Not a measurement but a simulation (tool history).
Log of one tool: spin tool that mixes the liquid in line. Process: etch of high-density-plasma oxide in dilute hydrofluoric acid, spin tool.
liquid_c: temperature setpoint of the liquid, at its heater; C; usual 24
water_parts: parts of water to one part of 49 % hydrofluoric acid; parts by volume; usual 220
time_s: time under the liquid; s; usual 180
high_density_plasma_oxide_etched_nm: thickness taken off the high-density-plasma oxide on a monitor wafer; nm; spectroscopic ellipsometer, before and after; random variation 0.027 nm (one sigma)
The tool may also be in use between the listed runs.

| run | hour | liquid_c | water_parts | time_s | wafers since the last listed run | hours since the thermometer was replaced | hours since the hydrofluoric acid flow meter was replaced | hours since the gauge calibration | read-back film thickness of the high-density-plasma oxide reference wafer, read on the same gauge (nm) | high_density_plasma_oxide_etched_nm |
|---|---|---|---|---|---|---|---|---|---|---|
| 1 | 0 | 24 | 220 | 180 | 0 | 1995.5 | 1568.9 | 1069.9 | 89.985 | 3.624 |
| 2 | 115.9 | 24 | 220 | 180 | 584 | 2111.4 | 1684.8 | 1185.8 | 89.974 | 3.674 |
| 3 | 171.3 | 24 | 220 | 180 | 279 | 2166.8 | 1740.2 | 1241.2 | 89.979 | 3.641 |
| 4 | 203.4 | 20.5 | 220 | 180 | 161 | 2198.9 | 1772.3 | 1273.3 | 89.976 | 3.246 |
| 5 | 265.3 | 20.5 | 220 | 180 | 312 | 2260.8 | 1834.2 | 1335.2 | 90.026 | 3.226 |
| 6 | 335.2 | 24 | 220 | 180 | 352 | 2330.7 | 1904.1 | 1405.1 | 90.018 | 3.682 |
| 7 | 381.8 | 24 | 220 | 180 | 235 | 2377.3 | 1950.7 | 1451.7 | 90.026 | 3.718 |
| 8 | 424.9 | 24 | 220 | 180 | 217 | 2420.4 | 1993.8 | 1494.8 | 89.941 | 3.629 |
| 9 | 465.2 | 24 | 220 | 180 | 203 | 2460.7 | 2034.1 | 1535.1 | 90.02 | 3.656 |
|  | 508.7 | gauge calibrated |
| 10 | 526 | 24 | 220 | 180 | 306 | 2521.5 | 2094.9 | 17.3 | 90.041 | 3.688 |
| 11 | 568.8 | 24 | 220 | 180 | 215 | 2564.3 | 2137.7 | 60.1 | 89.995 | 3.698 |
| 12 | 628 | 24 | 220 | 180 | 298 | 2623.5 | 2196.9 | 119.3 | 89.976 | 3.673 |
| 13 | 696 | 24 | 220 | 180 | 343 | 2691.5 | 2264.9 | 187.3 | 90 | 3.646 |
| 14 | 741.2 | 24 | 220 | 180 | 228 | 2736.7 | 2310.1 | 232.5 | 90.009 | 3.664 |
| 15 | 809 | 24 | 220 | 180 | 342 | 2804.5 | 2377.9 | 300.3 | 90.013 | 3.681 |
| 16 | 857.3 | 20.5 | 175 | 235 | 243 | 2852.8 | 2426.2 | 348.6 | 89.985 | 5.497 |
| 17 | 921.6 | 19.5 | 300 | 235 | 324 | 2917.1 | 2490.5 | 412.9 | 90.015 | 2.756 |
|  | 982.5 | hydrofluoric acid flow meter replaced |
| 18 | 982.9 | 24 | 220 | 120 | 304 | 2978.4 | 0.4 | 474.2 | 89.989 | 2.418 |
|  | 1032.1 | thermometer replaced |
| 19 | 1051.6 | 24 | 315 | 235 | 341 | 19.5 | 69.1 | 542.9 | 90.002 | 3.044 |
| 20 | 1109 | 24 | 220 | 180 | 289 | 76.9 | 126.5 | 600.3 | 90.011 | 3.649 |
| 21 | 1161.8 | 25.5 | 120 | 95 | 266 | 129.7 | 179.3 | 653.1 | 90.016 | 4.213 |
| 22 | 1197.9 | 25.5 | 120 | 95 | 182 | 165.8 | 215.4 | 689.2 | 90.022 | 4.284 |
| 23 | 1232.1 | 27 | 270 | 135 | 172 | 200 | 249.6 | 723.4 | 89.955 | 2.364 |
| 24 | 1291.2 | 27 | 220 | 275 | 298 | 259.1 | 308.7 | 782.5 | 90.021 | 6.304 |
| 25 | 1335.9 | 24 | 220 | 180 | 225 | 303.8 | 353.4 | 827.2 | 90.026 | 3.629 |
| 26 | 1402.8 | 24 | 315 | 235 | 337 | 370.7 | 420.3 | 894.1 | 89.991 | 3.036 |
| 27 | 1453.8 | 24 | 220 | 180 | 257 | 421.7 | 471.3 | 945.1 | 90.068 | 3.659 |
| 28 | 1512.6 | 22 | 190 | 135 | 296 | 480.5 | 530.1 | 1003.9 | 90.002 | 3.056 |

3 ways to go on from here, each from the tool as it stands after run 28. What would each give?
| A | 1513.1 | 24 | 120 | 180 | 2 | 481 | 530.6 | 1004.4 | ? | ? |
| B | 1513.1 | 19 | 220 | 180 | 2 | 481 | 530.6 | 1004.4 | ? | ? |
| C | 1513.1 | 27 | 220 | 180 | 2 | 481 | 530.6 | 1004.4 | ? | ? |

| run | read-back film thickness of the high-density-plasma oxide reference wafer, read on the same gauge (nm) | high_density_plasma_oxide_etched_nm |
|---|---|---|
| A | 90.01 | 7.545 |
| B | 90.01 | 3.051 |
| C | 90.01 | 4.099 |
Without the tool's hidden state the same runs would have given:
| run | high_density_plasma_oxide_etched_nm |
|---|---|
| A | 7.545 |
| B | 3.051 |
| C | 4.099 |
